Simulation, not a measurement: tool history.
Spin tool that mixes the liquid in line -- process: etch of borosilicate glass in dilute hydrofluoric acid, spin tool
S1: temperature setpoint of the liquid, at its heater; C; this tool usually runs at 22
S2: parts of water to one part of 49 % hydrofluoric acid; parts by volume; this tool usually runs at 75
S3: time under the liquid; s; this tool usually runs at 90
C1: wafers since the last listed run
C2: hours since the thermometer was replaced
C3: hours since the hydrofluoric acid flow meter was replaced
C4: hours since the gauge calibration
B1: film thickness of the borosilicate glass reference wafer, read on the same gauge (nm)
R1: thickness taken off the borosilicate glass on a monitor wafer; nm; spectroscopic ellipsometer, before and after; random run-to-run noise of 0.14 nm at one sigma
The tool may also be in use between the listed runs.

| run | hour | S1 | S2 | S3 | C1 | C2 | C3 | C4 | B1 | R1 |
|---|---|---|---|---|---|---|---|---|---|---|
| 1 | 0 | 24 | 85 | 90 | 0 | 914.8 | 858 | 448.2 | 130.03 | 42.61 |
| 2 | 66.4 | 24 | 85 | 90 | 429 | 981.2 | 924.4 | 514.6 | 130.01 | 42.81 |
|  | 130 | hydrofluoric acid flow meter replaced |
| 3 | 169.3 | 23 | 75 | 90 | 658 | 1084.1 | 39.3 | 617.5 | 130.04 | 47.06 |
| 4 | 254.1 | 23 | 75 | 90 | 548 | 1168.9 | 124.1 | 702.3 | 130.01 | 47.16 |
| 5 | 352.1 | 22 | 100 | 90 | 633 | 1266.9 | 222.1 | 800.3 | 130 | 32.86 |
| 6 | 455.4 | 22 | 75 | 90 | 667 | 1370.2 | 325.4 | 903.6 | 130.03 | 45.11 |
| 7 | 499.5 | 22 | 75 | 90 | 285 | 1414.3 | 369.5 | 947.7 | 129.99 | 45.45 |
| 8 | 586.1 | 22 | 75 | 90 | 559 | 1500.9 | 456.1 | 1034.3 | 130.02 | 45.51 |
| 9 | 630 | 22 | 75 | 90 | 283 | 1544.8 | 500 | 1078.2 | 130 | 45.53 |
| 10 | 723.7 | 22 | 50 | 90 | 605 | 1638.5 | 593.7 | 1171.9 | 130.01 | 70.22 |
| 11 | 765.9 | 18.5 | 50 | 90 | 272 | 1680.7 | 635.9 | 1214.1 | 130 | 60.72 |
| 12 | 812.9 | 18.5 | 50 | 90 | 303 | 1727.7 | 682.9 | 1261.1 | 130.04 | 60.82 |
| 13 | 871.9 | 22 | 75 | 90 | 381 | 1786.7 | 741.9 | 1320.1 | 129.97 | 45.49 |
| 14 | 953.1 | 22 | 75 | 90 | 524 | 1867.9 | 823.1 | 1401.3 | 130.03 | 45.88 |
|  | 970.2 | gauge calibrated |
| 15 | 1007.3 | 22 | 75 | 90 | 350 | 1922.1 | 877.3 | 37.1 | 129.99 | 45.53 |
|  | 1151.7 | hydrofluoric acid flow meter replaced |
| 16 | 1202 | 24 | 85 | 90 | 1252 | 2116.8 | 50.3 | 231.8 | 130 | 43.14 |
| 17 | 1268.3 | 22 | 105 | 135 | 428 | 2183.1 | 116.6 | 298.1 | 130 | 47.48 |
| 18 | 1364 | 19.5 | 50 | 65 | 618 | 2278.8 | 212.3 | 393.8 | 130.02 | 46.36 |
|  | 1380.2 | thermometer replaced |
| 19 | 1423.5 | 17 | 75 | 90 | 378 | 43.3 | 271.8 | 453.3 | 130.01 | 36.03 |
| 20 | 1494.3 | 25 | 45 | 90 | 457 | 114.1 | 342.6 | 524.1 | 130.01 | 87.87 |
| 21 | 1559.9 | 26.5 | 65 | 110 | 424 | 179.7 | 408.2 | 589.7 | 130 | 76.54 |
| 22 | 1654.8 | 25.5 | 115 | 75 | 613 | 274.6 | 503.1 | 684.6 | 129.99 | 26.57 |
| 23 | 1698.6 | 19.5 | 95 | 90 | 283 | 318.4 | 546.9 | 728.4 | 129.97 | 31.11 |
| 24 | 1797.1 | 22 | 75 | 90 | 636 | 416.9 | 645.4 | 826.9 | 130.01 | 44.6 |

4 options for the next run, each taken on its own from the tool as it stands now. Forecast them:
| A | 1797.5 | 22 | 75 | 120 | 2 | 417.3 | 645.8 | 827.3 | ? | ? |
| B | 1797.5 | 22 | 75 | 65 | 2 | 417.3 | 645.8 | 827.3 | ? | ? |
| C | 1797.5 | 18.5 | 75 | 90 | 2 | 417.3 | 645.8 | 827.3 | ? | ? |
| D | 1797.5 | 24.5 | 110 | 90 | 2 | 417.3 | 645.8 | 827.3 | ? | ? |

| run | B1 | R1 |
|---|---|---|
| A | 130.04 | 59.63 |
| B | 130.04 | 32.3 |
| C | 130.04 | 38.66 |
| D | 130.04 | 32.29 |
With the hidden condition removed and each run's random variation left untouched, the same runs would have given:
| run | R1 |
|---|---|
| A | 59.26 |
| B | 32.1 |
| C | 38.42 |
| D | 32.1 |

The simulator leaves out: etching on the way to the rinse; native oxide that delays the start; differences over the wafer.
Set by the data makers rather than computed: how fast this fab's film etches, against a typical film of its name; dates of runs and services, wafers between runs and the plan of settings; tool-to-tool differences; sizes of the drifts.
